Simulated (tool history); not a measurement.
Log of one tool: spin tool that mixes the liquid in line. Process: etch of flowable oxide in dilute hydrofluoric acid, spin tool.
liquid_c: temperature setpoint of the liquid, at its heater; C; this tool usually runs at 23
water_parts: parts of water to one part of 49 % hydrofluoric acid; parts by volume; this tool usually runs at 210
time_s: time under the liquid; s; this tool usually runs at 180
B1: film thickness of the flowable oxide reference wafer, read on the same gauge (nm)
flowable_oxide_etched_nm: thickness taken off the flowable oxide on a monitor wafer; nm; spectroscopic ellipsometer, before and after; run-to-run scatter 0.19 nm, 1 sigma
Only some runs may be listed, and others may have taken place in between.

Run 1, hour 0: usual settings; B1 120. Result: flowable_oxide_etched_nm 21.47 nm.
Run 2, hour 14.2: usual settings; B1 119.99. Result: flowable_oxide_etched_nm 21.17 nm.
Run 3, hour 46.3: usual settings; B1 120. Result: flowable_oxide_etched_nm 21.48 nm.
Run 4, hour 79.1: usual settings; B1 119.98. Result: flowable_oxide_etched_nm 21.29 nm.
Run 5, hour 112.3: usual settings; B1 120. Result: flowable_oxide_etched_nm 21.58 nm.
Run 6, hour 128.1: usual settings but liquid_c 26.5 C; B1 120.02. Result: flowable_oxide_etched_nm 23.91 nm.
Run 7, hour 145.1: usual settings but liquid_c 26.5 C; B1 120. Result: flowable_oxide_etched_nm 24.25 nm.
Run 8, hour 176.7: usual settings but liquid_c 26.5 C; B1 120.01. Result: flowable_oxide_etched_nm 24.3 nm.
Run 9, hour 195.1: usual settings but water_parts 265 parts by volume; B1 120.02. Result: flowable_oxide_etched_nm 16.13 nm.
Run 10, hour 226.7: usual settings but water_parts 265 parts by volume; B1 119.99. Result: flowable_oxide_etched_nm 16.26 nm.
Run 11, hour 262.6: usual settings but water_parts 265 parts by volume; B1 120.01. Result: flowable_oxide_etched_nm 16.2 nm.
Run 12, hour 285.6: usual settings; B1 120.02. Result: flowable_oxide_etched_nm 21.67 nm.
Run 13, hour 298.2: usual settings; B1 120. Result: flowable_oxide_etched_nm 21.83 nm.
Run 14, hour 310.3: usual settings; B1 120. Result: flowable_oxide_etched_nm 21.64 nm.
At hour 321.8: gauge calibrated.
Run 15, hour 334.1: usual settings but water_parts 145 parts by volume, time_s 215 s; B1 119.99. Result: flowable_oxide_etched_nm 39.92 nm.
At hour 336.8: thermometer replaced.
Run 16, hour 370.1: usual settings but liquid_c 20 C, time_s 100 s; B1 120.02. Result: flowable_oxide_etched_nm 10.77 nm.
Run 17, hour 383.3: usual settings; B1 120. Result: flowable_oxide_etched_nm 21.82 nm.
Run 18, hour 399.4: usual settings; B1 119.99. Result: flowable_oxide_etched_nm 21.79 nm.
Run 19, hour 424.1: usual settings but water_parts 290 parts by volume; B1 119.99. Result: flowable_oxide_etched_nm 14.64 nm.
Run 20, hour 441.8: usual settings but time_s 265 s; B1 119.99. Result: flowable_oxide_etched_nm 32.02 nm.
Run 21, hour 457: usual settings but water_parts 245 parts by volume; B1 119.99. Result: flowable_oxide_etched_nm 17.86 nm.
Run 22, hour 484.1: usual settings but water_parts 280 parts by volume; B1 120. Result: flowable_oxide_etched_nm 15.21 nm.
At hour 502.2: hydrofluoric acid flow meter replaced.
Run 23, hour 519: usual settings but liquid_c 19 C, water_parts 120 parts by volume, time_s 225 s; B1 120.01. Result: flowable_oxide_etched_nm 46.16 nm.
Run 24, hour 553: usual settings but liquid_c 19.5 C, time_s 110 s; B1 119.99. Result: flowable_oxide_etched_nm 12.1 nm.
Run 25, hour 568.8: usual settings but liquid_c 26.5 C; B1 120. Result: flowable_oxide_etched_nm 26.34 nm.
Run 26, hour 600: usual settings but liquid_c 24.5 C; B1 120. Result: flowable_oxide_etched_nm 24.38 nm.
Run 27, hour 622.8: usual settings; B1 119.99. Result: flowable_oxide_etched_nm 23.1 nm.
Run 28, hour 647.4: usual settings; B1 119.98. Result: flowable_oxide_etched_nm 23.67 nm.
Run 29, hour 676.7: usual settings but time_s 100 s; B1 120.01. Result: flowable_oxide_etched_nm 12.82 nm.
Run 30, hour 694.2: usual settings; B1 120.01. Result: flowable_oxide_etched_nm 22.89 nm.
At hour 700.5: hydrofluoric acid flow meter replaced, repeated, since the last time left the tool worse.
Run 31, hour 742.4: usual settings but time_s 125 s; B1 120. Result: flowable_oxide_etched_nm 13.84 nm.
Run 32, hour 766.1: usual settings but liquid_c 18.5 C; B1 120. Result: flowable_oxide_etched_nm 16.47 nm.
Run 33, hour 792.5: usual settings but liquid_c 25 C, water_parts 140 parts by volume, time_s 290 s; B1 119.99. Result: flowable_oxide_etched_nm 54.97 nm.
Run 34, hour 807.6: usual settings but water_parts 265 parts by volume; B1 119.99. Result: flowable_oxide_etched_nm 14.92 nm.

Each row is a separate what-if for the run after 34, all from the same tool condition, not one after another. Results?
Run A, hour 808.1: usual settings; B1 ?. Result: flowable_oxide_etched_nm ?.
Run B, hour 808.1: usual settings but liquid_c 18 C, water_parts 245 parts by volume, time_s 250 s; B1 ?. Result: flowable_oxide_etched_nm ?.
Run C, hour 808.1: usual settings but water_parts 180 parts by volume; B1 ?. Result: flowable_oxide_etched_nm ?.

run   B1  flowable_oxide_etched_nm
  A  120                     19.64
  B  120                     18.71
  C  120                     23.64
Without the tool's unlogged condition, the same runs would have read:
run  flowable_oxide_etched_nm
  A                     19.46
  B                     18.54
  C                     23.43
